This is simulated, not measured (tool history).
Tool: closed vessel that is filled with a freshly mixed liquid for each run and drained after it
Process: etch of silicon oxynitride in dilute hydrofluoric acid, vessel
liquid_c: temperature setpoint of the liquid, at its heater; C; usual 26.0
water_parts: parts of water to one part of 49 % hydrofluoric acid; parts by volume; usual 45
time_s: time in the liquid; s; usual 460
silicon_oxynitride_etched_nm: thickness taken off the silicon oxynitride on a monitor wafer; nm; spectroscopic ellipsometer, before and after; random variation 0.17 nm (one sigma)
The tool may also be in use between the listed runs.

run,hour,liquid_c,water_parts,time_s,"read-back film thickness of the silicon oxynitride reference wafer, read on the same gauge (nm)",silicon_oxynitride_etched_nm
1,0.0,26.0,45,460,100.01,20.54
2,19.0,26.0,45,460,100.02,20.56
3,50.5,23.0,35,460,99.99,23.25
4,74.9,26.0,45,275,99.96,12.40
5,107.8,26.0,45,275,100.00,12.47
6,136.4,29.5,45,460,100.00,24.39
7,167.9,29.5,45,460,99.98,24.52
8,182.5,27.0,45,460,100.01,21.85
9,201.2,27.5,45,670,99.99,32.90
10,220.8,26.0,45,460,100.03,20.48
# hour 229.3: thermometer replaced
11,251.1,26.0,45,460,100.00,18.19
# hour 267.8: gauge calibrated
12,271.1,26.0,45,460,100.04,18.87
13,297.3,26.0,45,320,100.01,12.77
14,320.8,26.0,45,320,100.01,12.88
15,351.1,26.0,45,460,99.98,18.44
16,377.0,21.0,45,460,99.99,14.44
17,394.6,26.0,40,460,100.01,20.80
# hour 406.5: hydrofluoric acid flow meter replaced
18,415.8,26.0,45,320,100.02,14.28
19,450.0,29.0,60,270,100.03,10.19
20,472.8,26.0,60,460,99.99,15.12
21,497.0,27.5,30,620,100.02,45.13
22,518.4,21.0,45,685,99.98,23.70
23,586.2,26.0,45,460,100.01,20.47
24,612.5,26.0,45,320,100.03,14.56
25,636.6,29.5,45,620,99.98,32.62
26,659.7,21.5,65,590,99.99,14.45
27,681.3,26.0,60,670,100.00,21.71
28,696.1,26.0,55,635,99.98,22.62
29,715.5,22.5,45,285,100.02,10.88

4 ways to go on from here, each from the tool as it stands after run 29. What would each give?
A,716.3,26.0,45,460,?,?
B,716.3,23.5,30,360,?,?
C,716.3,26.0,35,460,?,?
D,716.3,29.0,30,715,?,?

run,"read-back film thickness of the silicon oxynitride reference wafer, read on the same gauge (nm)",silicon_oxynitride_etched_nm
A,99.99,20.14
B,99.99,21.20
C,99.99,26.13
D,99.99,54.93
Without the tool's hidden state the same runs would have given:
run,silicon_oxynitride_etched_nm
A,20.49
B,21.53
C,26.57
D,55.88

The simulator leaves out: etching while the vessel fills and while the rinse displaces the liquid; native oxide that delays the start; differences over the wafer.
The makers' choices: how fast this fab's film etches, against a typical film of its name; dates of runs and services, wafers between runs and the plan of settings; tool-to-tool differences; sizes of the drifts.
